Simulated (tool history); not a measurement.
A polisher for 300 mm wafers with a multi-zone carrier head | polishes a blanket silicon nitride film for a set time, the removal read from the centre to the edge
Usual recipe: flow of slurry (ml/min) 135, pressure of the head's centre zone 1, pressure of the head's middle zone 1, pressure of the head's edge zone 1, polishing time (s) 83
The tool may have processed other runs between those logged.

run,hour,flow of slurry (ml/min),pressure of the head's centre zone,pressure of the head's middle zone,pressure of the head's edge zone,polishing time (s),wafers since the last listed run,wafers polished on this pad,hours since the slurry nozzle was cleaned,hours since the centre zone pressure was calibrated,hours since the edge zone pressure was calibrated,hours since the carrier head's membrane was replaced,"incoming thickness of the incoming film, nm",film removed at the wafer's centre (Å),film removed at mid-radius (Å),film removed at the wafer's edge (Å)
1,0,165,1.08,1,1.04,83,0,488,57.4,69.4,1038,27.4,586.1,1215,1150,1169
2,33.3,135,0.89,1,1,83,272,760,90.7,102.7,1071.3,60.7,578.1,983,1102,1100
3,63.6,135,1,1.08,1.05,96,247,1008,121,133,1101.6,91,599.5,1265,1378,1297
4,77.5,135,1,1,1,83,113,1122,134.9,146.9,1115.5,104.9,578.3,1049,1075,1088
5,92.1,160,1.11,1,1,83,119,1241,149.5,161.5,1130.1,119.5,587,1190,1091,1093
6,112.2,135,0.89,1,1,83,164,1406,169.6,181.6,1150.2,139.6,589.5,922,1055,1073
7,144.1,135,1,1,1,83,260,1666,201.5,213.5,1182.1,171.5,593.4,1007,1030,1041
# hour 150.1: worn pad replaced by a new one
8,157.4,95,1.07,1,1,105,76,59,214.8,226.8,1195.4,184.8,597.3,1377,1347,1383
9,187.2,135,1,1,1,83,243,303,244.6,256.6,1225.2,214.6,582.8,1079,1115,1116
10,206.4,150,1,0.93,1,100,156,460,263.8,275.8,1244.4,233.8,584.3,1327,1260,1361
11,235,165,1,1,1,102,233,693,292.4,304.4,1273,262.4,588.6,1348,1371,1362
# hour 256.5: slurry nozzle cleaned
12,264.1,135,1.1,0.96,1,83,229,923,7.6,333.5,1302.1,291.5,584.2,1157,1012,1095
13,283.6,135,1.04,1,1,83,159,1083,27.1,353,1321.6,311,596,1085,1073,1084
# hour 297.3: edge zone pressure recalibrated
14,351.6,135,1,1,1,108,539,1622,95.1,421,54.3,379,592.6,1312,1363,1347
# hour 361.5: worn pad replaced by a new one
15,377.2,135,1,1,1,83,176,127,120.7,446.6,79.9,404.6,589.9,1051,1101,1116
16,399.1,135,1,1.11,1,110,179,307,142.6,468.5,101.8,426.5,583.9,1434,1589,1443
17,428.2,135,1.11,1,1.1,83,237,544,171.7,497.6,130.9,455.6,589.1,1162,1097,1153
18,487.5,120,1,1,1,83,484,1029,231,556.9,190.2,514.9,583.1,1013,1065,1071
19,526.6,135,1,1,1,83,319,1349,270.1,596,229.3,554,586.2,1025,1045,1059
20,543.8,135,1,1,1,83,140,1490,287.3,613.2,246.5,571.2,578.1,1010,1066,1046
21,592.1,95,1,1,1.1,83,394,1885,335.6,661.5,294.8,619.5,597.2,912,956,998
# hour 604.5: centre zone pressure recalibrated
# hour 606.4: worn pad replaced by a new one
22,622.4,135,1.09,1,1,83,215,130,365.9,17.9,325.1,649.8,590.1,1231,1130,1115

How would selected steps in film removed at the wafer's centre (Å) from run to run divide? Give the signed amount a tool lacking its hidden state would still show from settings, what came in and random variation, and the signed amount left for the hidden state, including any gauge scatter that is not in both of the compared results.
The tool's hidden condition here consists of: removal rate lost through wear of the pad, %; slurry flow missing at the pad, %; deviation of the centre zone's pressure from its setpoint, %; deviation of the edge zone's pressure from its setpoint, %.
Run 7 -> 8: flow of slurry (ml/min) 135 -> 95, pressure of the head's centre zone 1 -> 1.07, polishing time (s) 83 -> 105, worn pad replaced by a new one. film removed at the wafer's centre (Å) +370: hidden state +56, all else +314.
Run 14 -> 15: polishing time (s) 108 -> 83, worn pad replaced by a new one. film removed at the wafer's centre (Å) -261: hidden state +117, all else -378.
Run 15 -> 16: pressure of the head's middle zone 1 -> 1.11, polishing time (s) 83 -> 110. film removed at the wafer's centre (Å) +383: hidden state -27, all else +410.
Run 21 -> 22: flow of slurry (ml/min) 95 -> 135, pressure of the head's centre zone 1 -> 1.09, pressure of the head's edge zone 1.1 -> 1, centre zone pressure recalibrated, worn pad replaced by a new one. film removed at the wafer's centre (Å) +319: hidden state +149, all else +170.
